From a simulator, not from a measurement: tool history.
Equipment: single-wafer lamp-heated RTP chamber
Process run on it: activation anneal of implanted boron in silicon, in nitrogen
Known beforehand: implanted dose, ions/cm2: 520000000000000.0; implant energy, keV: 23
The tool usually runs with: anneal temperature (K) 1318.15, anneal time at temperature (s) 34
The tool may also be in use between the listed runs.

| run | hour | anneal temperature (K) | anneal time at temperature (s) | wafers since the last listed run | wafers since the last pyrometer calibration | wafers since the reflector plate was cleaned | hours since the gauge calibration | read-back reference wafer on the same gauge, sheet resistance | sheet resistance of the implanted and annealed layer (ohm/square) |
|---|---|---|---|---|---|---|---|---|---|
| 1 | 0.0 | 1318.15 | 34 | 0 | 2311 | 3978 | 1091.6 | 167.01 | 183.23 |
| 2 | 89.6 | 1318.15 | 34 | 1599 | 3911 | 5577 | 1181.2 | 167.02 | 183.21 |
| 3 | 152.2 | 1318.15 | 34 | 1117 | 5028 | 6695 | 1243.8 | 167.02 | 182.96 |
|  | 214.0 | reflector plate cleaned |
| 4 | 224.2 | 1303.15 | 34 | 1142 | 6170 | 181 | 1315.8 | 167.00 | 184.28 |
|  | 239.1 | gauge calibrated |
|  | 273.5 | pyrometer window cleaned and pyrometer calibrated |
| 5 | 493.5 | 1303.15 | 34 | 4663 | 3926 | 4845 | 254.4 | 167.01 | 184.33 |
| 6 | 648.6 | 1303.15 | 34 | 2768 | 6694 | 7614 | 409.5 | 166.99 | 184.34 |
|  | 658.2 | reflector plate cleaned |
| 7 | 745.1 | 1318.15 | 34 | 1579 | 8274 | 1551 | 506.0 | 167.00 | 182.84 |
|  | 791.4 | pyrometer window cleaned and pyrometer calibrated |
| 8 | 841.6 | 1318.15 | 34 | 1579 | 896 | 3131 | 602.5 | 167.00 | 183.10 |
| 9 | 939.3 | 1318.15 | 34 | 1743 | 2640 | 4875 | 700.2 | 167.00 | 183.06 |
|  | 1165.5 | reflector plate cleaned |
|  | 1199.9 | pyrometer window cleaned and pyrometer calibrated |
| 10 | 1211.9 | 1318.15 | 34 | 4580 | 213 | 685 | 972.8 | 167.04 | 183.40 |
| 11 | 1307.5 | 1318.15 | 34 | 1706 | 1920 | 2392 | 1068.4 | 167.07 | 182.69 |
| 12 | 1366.8 | 1318.15 | 48 | 1058 | 2978 | 3450 | 1127.7 | 166.95 | 182.04 |
|  | 1377.7 | gauge calibrated |
| 13 | 1409.5 | 1341.15 | 51 | 762 | 3740 | 4212 | 31.8 | 166.98 | 180.28 |
| 14 | 1489.8 | 1295.15 | 34 | 1433 | 5173 | 5646 | 112.1 | 166.99 | 185.62 |
| 15 | 1541.5 | 1340.15 | 25 | 922 | 6096 | 6568 | 163.8 | 167.08 | 182.18 |
| 16 | 1580.1 | 1326.15 | 40 | 688 | 6785 | 7257 | 202.4 | 167.01 | 182.02 |
|  | 1630.9 | reflector plate cleaned |
|  | 1679.5 | pyrometer window cleaned and pyrometer calibrated |
| 17 | 1684.0 | 1318.15 | 34 | 1568 | 79 | 804 | 306.3 | 166.95 | 182.66 |
| 18 | 1906.2 | 1346.15 | 34 | 3966 | 4045 | 4770 | 528.5 | 166.99 | 181.08 |
| 19 | 1971.1 | 1340.15 | 51 | 1158 | 5204 | 5929 | 593.4 | 167.02 | 180.35 |
| 20 | 2054.7 | 1318.15 | 34 | 1492 | 6696 | 7421 | 677.0 | 167.01 | 183.34 |
|  | 2064.8 | pyrometer window cleaned and pyrometer calibrated |
|  | 2079.0 | reflector plate cleaned |
| 21 | 2110.8 | 1340.15 | 34 | 715 | 678 | 568 | 733.1 | 166.95 | 181.66 |
| 22 | 2197.0 | 1346.15 | 39 | 1538 | 2217 | 2106 | 819.3 | 167.04 | 180.55 |
| 23 | 2265.5 | 1318.15 | 46 | 1222 | 3439 | 3329 | 887.8 | 167.03 | 181.79 |

5 ways to go on from here, each from the tool as it stands after run 23. What would each give?
| A | 2265.9 | 1318.15 | 51 | 7 | 3447 | 3336 | 888.2 | ? | ? |
| B | 2265.9 | 1301.15 | 28 | 7 | 3447 | 3336 | 888.2 | ? | ? |
| C | 2265.9 | 1327.15 | 28 | 7 | 3447 | 3336 | 888.2 | ? | ? |
| D | 2265.9 | 1340.15 | 50 | 7 | 3447 | 3336 | 888.2 | ? | ? |
| E | 2265.9 | 1318.15 | 49 | 7 | 3447 | 3336 | 888.2 | ? | ? |

| run | read-back reference wafer on the same gauge, sheet resistance | sheet resistance of the implanted and annealed layer (ohm/square) |
|---|---|---|
| A | 166.94 | 182.03 |
| B | 166.94 | 185.23 |
| C | 166.94 | 183.08 |
| D | 166.94 | 180.57 |
| E | 166.94 | 182.15 |
Take away the tool's hidden state, keep each run's random variation, and the runs would have read:
| run | sheet resistance of the implanted and annealed layer (ohm/square) |
|---|---|
| A | 182.03 |
| B | 185.23 |
| C | 183.08 |
| D | 180.57 |
| E | 182.15 |

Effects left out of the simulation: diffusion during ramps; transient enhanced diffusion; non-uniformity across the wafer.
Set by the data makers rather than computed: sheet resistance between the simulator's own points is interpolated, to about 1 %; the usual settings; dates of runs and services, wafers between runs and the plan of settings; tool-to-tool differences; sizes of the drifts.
